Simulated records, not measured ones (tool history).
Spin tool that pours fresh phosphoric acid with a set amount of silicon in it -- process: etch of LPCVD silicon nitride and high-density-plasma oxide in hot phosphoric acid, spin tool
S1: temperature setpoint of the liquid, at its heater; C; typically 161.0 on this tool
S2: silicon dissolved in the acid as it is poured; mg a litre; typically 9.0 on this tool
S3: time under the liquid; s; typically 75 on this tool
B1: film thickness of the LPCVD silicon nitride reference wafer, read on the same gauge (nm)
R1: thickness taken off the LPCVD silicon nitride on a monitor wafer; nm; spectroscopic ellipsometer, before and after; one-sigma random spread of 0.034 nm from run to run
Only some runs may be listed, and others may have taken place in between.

run,hour,S1,S2,S3,B1,R1
1,0.0,161.0,9.0,75,80.01,6.91
2,10.6,161.0,9.0,75,80.00,6.85
3,17.7,161.0,9.0,75,79.99,6.82
4,27.8,161.0,9.0,75,80.03,6.88
5,38.9,161.0,9.0,75,80.01,6.92
6,52.6,161.0,9.0,75,80.02,6.84
7,95.9,161.0,9.0,75,80.01,6.89
8,112.3,161.0,9.0,75,79.98,6.91
# hour 121.2: thermometer replaced
9,127.1,161.0,9.0,45,80.00,4.14
# hour 130.8: gauge calibrated
10,135.8,161.0,14.0,115,79.99,10.56
# hour 137.4: dissolved silicon flow meter replaced
11,144.8,161.0,9.0,35,80.01,3.21
# hour 148.4: heated supply line repaired
12,158.1,161.0,9.0,110,79.98,10.03
13,175.5,158.0,9.0,35,79.99,2.87
14,183.0,158.0,11.0,45,80.02,3.75
15,193.5,161.0,14.0,115,80.00,10.56
16,208.6,159.0,9.0,55,80.00,4.73
17,222.8,158.5,11.0,95,79.98,8.08
18,232.1,161.0,9.0,75,80.00,6.90
19,277.2,159.0,9.0,75,79.97,6.48
20,291.5,161.0,12.5,75,80.00,6.90

Consider 5 possible next runs. They are alternatives, not a sequence: every one starts from the tool as it was left by run 20. What does each give?
A,291.9,161.0,9.0,75,?,?
B,291.9,161.0,13.0,50,?,?
C,291.9,163.5,3.0,60,?,?
D,291.9,158.0,15.5,75,?,?
E,291.9,161.0,4.0,90,?,?

run,B1,R1
A,80.00,6.89
B,80.00,4.59
C,80.00,5.99
D,80.00,6.22
E,80.00,8.26
With the hidden condition removed and each run's random variation left untouched, the same runs would have given:
run,R1
A,6.89
B,4.59
C,5.99
D,6.22
E,8.26
